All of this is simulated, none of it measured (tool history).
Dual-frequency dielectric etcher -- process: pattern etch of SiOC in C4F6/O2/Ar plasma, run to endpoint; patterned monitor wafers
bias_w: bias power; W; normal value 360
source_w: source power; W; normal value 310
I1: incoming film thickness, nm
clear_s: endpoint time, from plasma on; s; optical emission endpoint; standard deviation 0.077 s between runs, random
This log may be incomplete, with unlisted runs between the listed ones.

run 1 day=0.000 | bias_w=420 source_w=310 | I1=38.27 | clear_s=15.0
run 2 day=3.462 | bias_w=360 source_w=330 | I1=37.69 | clear_s=15.4
run 3 day=4.675 | bias_w=360 source_w=330 | I1=37.60 | clear_s=15.4
run 4 day=5.917 | bias_w=360 source_w=310 | I1=37.73 | clear_s=15.7
run 5 day=6.875 | bias_w=360 source_w=310 | I1=37.31 | clear_s=15.5
-- day=8.008 wet clean of the chamber
run 6 day=8.029 | bias_w=360 source_w=310 | I1=37.70 | clear_s=15.8
run 7 day=8.204 | bias_w=360 source_w=310 | I1=37.63 | clear_s=15.7
run 8 day=8.992 | bias_w=360 source_w=310 | I1=37.58 | clear_s=15.7
run 9 day=10.333 | bias_w=360 source_w=310 | I1=37.69 | clear_s=15.8
run 10 day=11.408 | bias_w=360 source_w=270 | I1=37.69 | clear_s=16.4
run 11 day=12.821 | bias_w=360 source_w=270 | I1=37.75 | clear_s=16.5
run 12 day=14.267 | bias_w=360 source_w=270 | I1=37.97 | clear_s=16.6
run 13 day=15.188 | bias_w=360 source_w=290 | I1=37.47 | clear_s=15.9
run 14 day=16.433 | bias_w=360 source_w=290 | I1=37.35 | clear_s=15.8
run 15 day=17.921 | bias_w=360 source_w=360 | I1=37.72 | clear_s=14.9
run 16 day=19.033 | bias_w=360 source_w=360 | I1=37.51 | clear_s=14.9
-- day=20.842 upper electrode replaced
run 17 day=20.862 | bias_w=360 source_w=310 | I1=37.82 | clear_s=15.7
run 18 day=21.796 | bias_w=433 source_w=340 | I1=38.03 | clear_s=14.4
run 19 day=22.867 | bias_w=439 source_w=230 | I1=37.97 | clear_s=16.0
run 20 day=23.533 | bias_w=414 source_w=230 | I1=37.75 | clear_s=16.2
run 21 day=24.292 | bias_w=412 source_w=270 | I1=37.63 | clear_s=15.4
-- day=25.304 source power generator calibrated
run 22 day=25.325 | bias_w=300 source_w=280 | I1=37.55 | clear_s=17.4
-- day=26.071 bias power generator calibrated
run 23 day=26.229 | bias_w=412 source_w=270 | I1=37.88 | clear_s=15.6
run 24 day=26.996 | bias_w=300 source_w=360 | I1=37.77 | clear_s=16.0
-- day=28.542 wet clean of the chamber
run 25 day=28.562 | bias_w=360 source_w=310 | I1=37.79 | clear_s=15.8
run 26 day=28.575 | bias_w=360 source_w=310 | I1=37.93 | clear_s=15.8
run 27 day=29.367 | bias_w=420 source_w=310 | I1=37.87 | clear_s=14.9
run 28 day=30.788 | bias_w=360 source_w=310 | I1=37.59 | clear_s=15.7
run 29 day=32.154 | bias_w=302 source_w=240 | I1=37.37 | clear_s=18.0
run 30 day=33.058 | bias_w=360 source_w=310 | I1=37.46 | clear_s=15.5
run 31 day=33.646 | bias_w=360 source_w=310 | I1=37.69 | clear_s=15.7
run 32 day=34.204 | bias_w=283 source_w=240 | I1=38.37 | clear_s=19.0
run 33 day=35.129 | bias_w=275 source_w=280 | I1=37.34 | clear_s=17.6
run 34 day=36.004 | bias_w=425 source_w=310 | I1=38.12 | clear_s=14.8

Exercise: give the hidden state of the tool at every run:
etch rate over this chamber's usual, %: 0 at every run
bias power that arrives over what is set, %: 0 at every run
source power that arrives over what is set, %: 0 at every run

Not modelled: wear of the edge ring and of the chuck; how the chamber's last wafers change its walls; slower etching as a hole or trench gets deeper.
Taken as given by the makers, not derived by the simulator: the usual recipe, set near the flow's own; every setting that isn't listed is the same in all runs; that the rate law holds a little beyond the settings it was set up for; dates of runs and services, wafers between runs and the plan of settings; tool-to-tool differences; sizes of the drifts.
